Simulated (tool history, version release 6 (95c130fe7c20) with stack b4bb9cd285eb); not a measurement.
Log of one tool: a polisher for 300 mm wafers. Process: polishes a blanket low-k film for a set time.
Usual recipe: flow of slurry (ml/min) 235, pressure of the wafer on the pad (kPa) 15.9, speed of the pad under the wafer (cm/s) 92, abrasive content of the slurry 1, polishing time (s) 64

| run | hour | flow of slurry (ml/min) | pressure of the wafer on the pad (kPa) | speed of the pad under the wafer (cm/s) | abrasive content of the slurry | polishing time (s) | wafers since the last listed run | wafers polished on this pad | hours since the slurry nozzle was cleaned | hours since the head pressure was calibrated | hours since the slurry blender was calibrated | hours since the conditioning disc was replaced | incoming thickness of the incoming film, nm | film removed (nm) |
|---|---|---|---|---|---|---|---|---|---|---|---|---|---|---|
| 1 | 0 | 235 | 15.9 | 92 | 1 | 64 | 0 | 758 | 281.1 | 636.4 | 191.5 | 110 | 656.4 | 26.7 |
|  | 38.1 | slurry nozzle cleaned |
| 2 | 40.4 | 235 | 15.9 | 92 | 1 | 64 | 551 | 1309 | 2.3 | 676.8 | 231.9 | 150.4 | 667.6 | 26.6 |
| 3 | 65 | 235 | 15.9 | 92 | 1 | 64 | 344 | 1653 | 26.9 | 701.4 | 256.5 | 175 | 663.3 | 26.5 |
| 4 | 135.9 | 235 | 15.9 | 92 | 1 | 64 | 991 | 2644 | 97.8 | 772.3 | 327.4 | 245.9 | 653.9 | 26.6 |
|  | 163.2 | slurry blender recalibrated |
| 5 | 184.5 | 235 | 15.9 | 92 | 1 | 64 | 651 | 3296 | 146.4 | 820.9 | 21.3 | 294.5 | 651.5 | 27.5 |
|  | 231.6 | conditioning disc replaced and pad reconditioned |
|  | 232 | worn pad replaced by a new one |
|  | 239.8 | head pressure recalibrated |
| 6 | 328.5 | 235 | 15.9 | 92 | 1 | 64 | 1952 | 1321 | 290.4 | 88.7 | 165.3 | 96.9 | 650.3 | 26.4 |
|  | 343.1 | slurry nozzle cleaned |
| 7 | 353.2 | 235 | 15.9 | 114 | 1 | 64 | 331 | 1653 | 10.1 | 113.4 | 190 | 121.6 | 655.6 | 31.1 |
| 8 | 381.8 | 235 | 15.9 | 114 | 1 | 64 | 400 | 2053 | 38.7 | 142 | 218.6 | 150.2 | 647.8 | 31.9 |
| 9 | 421.7 | 235 | 20.7 | 92 | 0.8 | 72 | 558 | 2611 | 78.6 | 181.9 | 258.5 | 190.1 | 646.9 | 34.8 |
|  | 457.5 | slurry blender recalibrated |
| 10 | 488.3 | 235 | 15.9 | 92 | 1 | 64 | 903 | 3515 | 145.2 | 248.5 | 30.8 | 256.7 | 655.4 | 27.4 |
|  | 531.2 | conditioning disc replaced and pad reconditioned |
| 11 | 540.1 | 235 | 15.9 | 124 | 1 | 64 | 696 | 4211 | 197 | 300.3 | 82.6 | 8.9 | 668.1 | 34.2 |
| 12 | 572.9 | 180 | 11.7 | 92 | 0.8 | 55 | 458 | 4670 | 229.8 | 333.1 | 115.4 | 41.7 | 655 | 16.3 |
|  | 595.2 | worn pad replaced by a new one |
| 13 | 621.9 | 235 | 15.9 | 92 | 0.7 | 58 | 629 | 372 | 278.8 | 382.1 | 164.4 | 90.7 | 657.7 | 21.2 |
|  | 645.7 | slurry nozzle cleaned |
| 14 | 659.3 | 315 | 15.9 | 92 | 0.8 | 53 | 509 | 882 | 13.6 | 419.5 | 201.8 | 128.1 | 657.9 | 21 |
| 15 | 715.7 | 310 | 11 | 92 | 0.75 | 43 | 788 | 1670 | 70 | 475.9 | 258.2 | 184.5 | 666 | 11.8 |
|  | 769.3 | slurry blender recalibrated |
| 16 | 772.6 | 235 | 15.9 | 104 | 0.75 | 64 | 767 | 2438 | 126.9 | 532.8 | 3.3 | 241.4 | 648.6 | 27.1 |
|  | 826.2 | conditioning disc replaced and pad reconditioned |
| 17 | 844.3 | 235 | 15.9 | 92 | 1 | 64 | 974 | 3413 | 198.6 | 604.5 | 75 | 18.1 | 658.6 | 26.8 |
| 18 | 887.3 | 235 | 15.9 | 92 | 1 | 64 | 601 | 4015 | 241.6 | 647.5 | 118 | 61.1 | 657.1 | 27.1 |
|  | 896.8 | worn pad replaced by a new one |
| 19 | 954.2 | 235 | 15.9 | 102 | 1.2 | 64 | 879 | 802 | 308.5 | 714.4 | 184.9 | 128 | 658.6 | 30.5 |
|  | 998.6 | slurry nozzle cleaned |
| 20 | 1008.2 | 280 | 12.4 | 92 | 1 | 64 | 741 | 1544 | 9.6 | 768.4 | 238.9 | 182 | 670.6 | 21.6 |
| 21 | 1035.9 | 235 | 15.9 | 92 | 1.2 | 64 | 387 | 1931 | 37.3 | 796.1 | 266.6 | 209.7 | 652.6 | 28.1 |
|  | 1057.6 | slurry blender recalibrated |
| 22 | 1070.1 | 235 | 15.9 | 92 | 1 | 64 | 450 | 2381 | 71.5 | 830.3 | 12.5 | 243.9 | 657.5 | 27.5 |
| 23 | 1097.8 | 235 | 19.3 | 108 | 1 | 77 | 387 | 2769 | 99.2 | 858 | 40.2 | 271.6 | 668.5 | 44.9 |
| 24 | 1146.5 | 235 | 15.9 | 92 | 1 | 64 | 681 | 3450 | 147.9 | 906.7 | 88.9 | 320.3 | 650.5 | 27.6 |
|  | 1197.8 | worn pad replaced by a new one |
|  | 1199.6 | conditioning disc replaced and pad reconditioned |
| 25 | 1200.1 | 310 | 15.9 | 92 | 1 | 70 | 668 | 7 | 201.5 | 960.3 | 142.5 | 0.5 | 665.2 | 29.8 |

Here are 4 independent what-if runs from the current tool condition. What would each one return?
| A | 1200.5 | 235 | 15.9 | 92 | 1 | 85 | 5 | 13 | 201.9 | 960.7 | 142.9 | 0.9 | 651.8 | ? |
| B | 1200.5 | 295 | 15.9 | 120 | 1 | 64 | 5 | 13 | 201.9 | 960.7 | 142.9 | 0.9 | 651.8 | ? |
| C | 1200.5 | 310 | 12.4 | 92 | 1.1 | 46 | 5 | 13 | 201.9 | 960.7 | 142.9 | 0.9 | 651.8 | ? |
| D | 1200.5 | 265 | 14.5 | 92 | 1 | 64 | 5 | 13 | 201.9 | 960.7 | 142.9 | 0.9 | 651.8 | ? |

| run | film removed (nm) |
|---|---|
| A | 35.4 |
| B | 33.8 |
| C | 16.6 |
| D | 25 |
Stripped of hidden state, with their random variation kept, the same runs would have yielded:
| run | film removed (nm) |
|---|---|
| A | 36.3 |
| B | 34.6 |
| C | 16.9 |
| D | 25.6 |

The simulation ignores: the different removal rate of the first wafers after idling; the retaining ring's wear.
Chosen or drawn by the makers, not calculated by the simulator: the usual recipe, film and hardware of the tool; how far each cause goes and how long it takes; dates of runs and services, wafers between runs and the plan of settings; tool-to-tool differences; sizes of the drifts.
